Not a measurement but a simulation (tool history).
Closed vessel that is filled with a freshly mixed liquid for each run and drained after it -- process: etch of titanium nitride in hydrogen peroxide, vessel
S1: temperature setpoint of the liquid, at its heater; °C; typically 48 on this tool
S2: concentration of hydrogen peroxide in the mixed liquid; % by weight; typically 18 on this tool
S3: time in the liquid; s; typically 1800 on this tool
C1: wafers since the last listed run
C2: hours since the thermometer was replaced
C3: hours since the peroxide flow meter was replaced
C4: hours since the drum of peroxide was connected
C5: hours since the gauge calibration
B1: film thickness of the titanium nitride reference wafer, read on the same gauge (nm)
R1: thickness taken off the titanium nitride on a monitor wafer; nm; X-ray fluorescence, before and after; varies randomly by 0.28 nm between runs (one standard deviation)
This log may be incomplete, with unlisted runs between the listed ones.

run	hour	S1	S2	S3	C1	C2	C3	C4	C5	B1	R1
1	0	51	18	2235	0	2132	2036.3	509.6	523.4	79.99	71.04
2	71	51	18	2235	2599	2203	2107.3	580.6	594.4	80.01	69.9
# hour 113.7: new drum of peroxide connected
3	170.2	51	18	2235	3594	2302.2	2206.5	56.5	693.6	79.99	72.08
4	211.9	41	18	1800	1526	2343.9	2248.2	98.2	735.3	80.01	27.65
5	318.4	41	18	1800	3898	2450.4	2354.7	204.7	841.8	80.01	27.96
# hour 450.5: peroxide flow meter replaced
6	568.4	40.5	18	1800	9115	2700.4	117.9	454.7	1091.8	79.98	27.64
# hour 619.2: thermometer replaced
7	652.7	40.5	18	1800	3049	33.5	202.2	539	1176.1	79.98	23.19
# hour 654.8: gauge calibrated
# hour 683.3: new drum of peroxide connected
8	753.1	48	20	860	3638	133.9	302.6	69.8	98.3	79.99	19.85
9	807.6	48	18	1800	1995	188.4	357.1	124.3	152.8	80.03	41.05
10	857.4	58	23.5	1410	1823	238.2	406.9	174.1	202.6	80.01	69.58
11	912	40.5	15	1150	1998	292.8	461.5	228.7	257.2	79.99	14.47
12	976.8	40.5	18	1800	2372	357.6	526.3	293.5	322	79.96	23.76
13	1026.9	57.5	22.5	2450	1834	407.7	576.4	343.6	372.1	80.02	117.06
14	1097.4	41.5	18	2070	2580	478.2	646.9	414.1	442.6	80.03	29.73

Some steps in R1 between neighbouring runs. How much of each would the tool show without its hidden state too (settings, what came in, random variation), and how much is left for the hidden state, with any gauge scatter that isn't in both results?
The hidden state here: liquid hotter than its thermometer reads (K); peroxide flow above the setpoint (%); peroxide weaker than its label (%); gauge reads high (%).
Run 3 -> 4: S1 51 -> 41, S3 2235 -> 1800. R1 -44.43 nm: hidden state -5.96, all else -38.47.
Run 12 -> 13: S1 40.5 -> 57.5, S2 18 -> 22.5, S3 1800 -> 2450. R1 +93.3 nm: hidden state +3.98, all else +89.32.
